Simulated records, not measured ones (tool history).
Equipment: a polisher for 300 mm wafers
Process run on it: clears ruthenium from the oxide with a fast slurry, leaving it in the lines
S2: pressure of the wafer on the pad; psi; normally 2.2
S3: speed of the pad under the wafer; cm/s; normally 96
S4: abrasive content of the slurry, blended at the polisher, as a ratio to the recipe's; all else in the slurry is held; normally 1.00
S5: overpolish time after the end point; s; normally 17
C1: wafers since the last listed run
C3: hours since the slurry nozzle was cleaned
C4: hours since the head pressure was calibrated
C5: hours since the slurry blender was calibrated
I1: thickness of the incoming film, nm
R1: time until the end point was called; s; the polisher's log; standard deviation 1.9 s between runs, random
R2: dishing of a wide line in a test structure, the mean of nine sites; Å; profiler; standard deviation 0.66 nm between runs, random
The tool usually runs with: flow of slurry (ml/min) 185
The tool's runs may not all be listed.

Run 1, day 0.000: usual settings but S2 1.8 psi; C1 0; wafers polished on this pad 366; C3 171.4; C4 655.7; C5 50.2; I1 312.1. Result: R1 138.4 s, R2 270 Å.
Run 2, day 1.196: usual settings but S2 1.8 psi; C1 266; wafers polished on this pad 632; C3 200.1; C4 684.4; C5 78.9; I1 313.4. Result: R1 144.9 s, R2 262 Å.
At day 1.700: slurry nozzle cleaned.
At day 1.738: worn pad replaced by a new one.
Run 3, day 2.171: usual settings but S2 1.8 psi; C1 199; wafers polished on this pad 96; C3 11.3; C4 707.8; C5 102.3; I1 311.0. Result: R1 135.9 s, R2 273 Å.
Run 4, day 3.667: usual settings but S2 1.7 psi; C1 333; wafers polished on this pad 429; C3 47.2; C4 743.7; C5 138.2; I1 312.2. Result: R1 152.2 s, R2 255 Å.
Run 5, day 4.358: usual settings but S2 1.7 psi; C1 154; wafers polished on this pad 583; C3 63.8; C4 760.3; C5 154.8; I1 307.1. Result: R1 145.1 s, R2 254 Å.
At day 5.346: worn pad replaced by a new one.
Run 6, day 5.367: usual settings but S2 1.7 psi; C1 187; wafers polished on this pad 4; C3 88.0; C4 784.5; C5 179.0; I1 309.3. Result: R1 158.9 s, R2 246 Å.
Run 7, day 6.138: usual settings; C1 171; wafers polished on this pad 176; C3 106.5; C4 803.0; C5 197.5; I1 315.7. Result: R1 129.4 s, R2 285 Å.
Run 8, day 7.338: usual settings; C1 267; wafers polished on this pad 443; C3 135.3; C4 831.8; C5 226.3; I1 307.8. Result: R1 128.6 s, R2 290 Å.
Run 9, day 8.200: usual settings; C1 192; wafers polished on this pad 635; C3 156.0; C4 852.5; C5 247.0; I1 313.5. Result: R1 129.1 s, R2 291 Å.
At day 9.271: worn pad replaced by a new one, repeated, since the last time left the tool worse.
Run 10, day 9.508: usual settings but flow of slurry (ml/min) 130, S3 86 cm/s, S4 1.25, S5 26 s; C1 254; wafers polished on this pad 52; C3 187.4; C4 883.9; C5 278.4; I1 309.5. Result: R1 113.8 s, R2 434 Å.
At day 9.758: slurry blender recalibrated.
At day 10.167: head pressure recalibrated.
Run 11, day 10.896: usual settings but S4 1.25; C1 272; wafers polished on this pad 324; C3 220.7; C4 17.5; C5 27.3; I1 309.3. Result: R1 103.0 s, R2 343 Å.
At day 11.183: slurry nozzle cleaned.
Run 12, day 11.433: usual settings but S2 1.6 psi, S3 120 cm/s, S4 0.80, S5 26 s; C1 110; wafers polished on this pad 435; C3 6.0; C4 30.4; C5 40.2; I1 312.4. Result: R1 146.4 s, R2 360 Å.
Run 13, day 12.333: usual settings but flow of slurry (ml/min) 155, S2 2.9 psi, S3 122 cm/s, S4 0.85; C1 200; wafers polished on this pad 636; C3 27.6; C4 52.0; C5 61.8; I1 311.0. Result: R1 79.4 s, R2 405 Å.
At day 12.654: worn pad replaced by a new one.
Run 14, day 13.262: usual settings; C1 169; wafers polished on this pad 135; C3 49.9; C4 74.3; C5 84.1; I1 304.2. Result: R1 105.2 s, R2 327 Å.
Run 15, day 14.271: usual settings but flow of slurry (ml/min) 135; C1 224; wafers polished on this pad 360; C3 74.1; C4 98.5; C5 108.3; I1 311.0. Result: R1 120.0 s, R2 301 Å.
Run 16, day 15.562: usual settings but flow of slurry (ml/min) 240; C1 287; wafers polished on this pad 648; C3 105.1; C4 129.5; C5 139.3; I1 310.5. Result: R1 113.9 s, R2 317 Å.
At day 16.092: worn pad replaced by a new one.
Run 17, day 16.771: usual settings but S2 2.9 psi, S3 108 cm/s, S5 26 s; C1 232; wafers polished on this pad 151; C3 134.1; C4 158.5; C5 168.3; I1 310.9. Result: R1 75.8 s, R2 590 Å.
Run 18, day 17.850: usual settings; C1 240; wafers polished on this pad 391; C3 160.0; C4 184.4; C5 194.2; I1 310.8. Result: R1 111.9 s, R2 310 Å.

Per-run results on a tool with no hidden state, each run keeping its own random variation:
What the log doesn't record here: removal rate lost through wear of the pad, %; slurry flow missing at the pad, %; deviation of the head's pressure from its setpoint, %; abrasive missing from the slurry, %.
run     R1   R2
  1  132.4  281
  2  137.3  274
  3  132.4  279
  4  143.9  267
  5  136.4  268
  6  142.8  269
  7  112.7  319
  8  109.7  331
  9  109.3  334
 10  112.6  437
 11   98.5  355
 12  139.2  375
 13   75.1  422
 14  102.4  334
 15  114.5  313
 16  107.5  333
 17   73.6  600
 18  106.5  323

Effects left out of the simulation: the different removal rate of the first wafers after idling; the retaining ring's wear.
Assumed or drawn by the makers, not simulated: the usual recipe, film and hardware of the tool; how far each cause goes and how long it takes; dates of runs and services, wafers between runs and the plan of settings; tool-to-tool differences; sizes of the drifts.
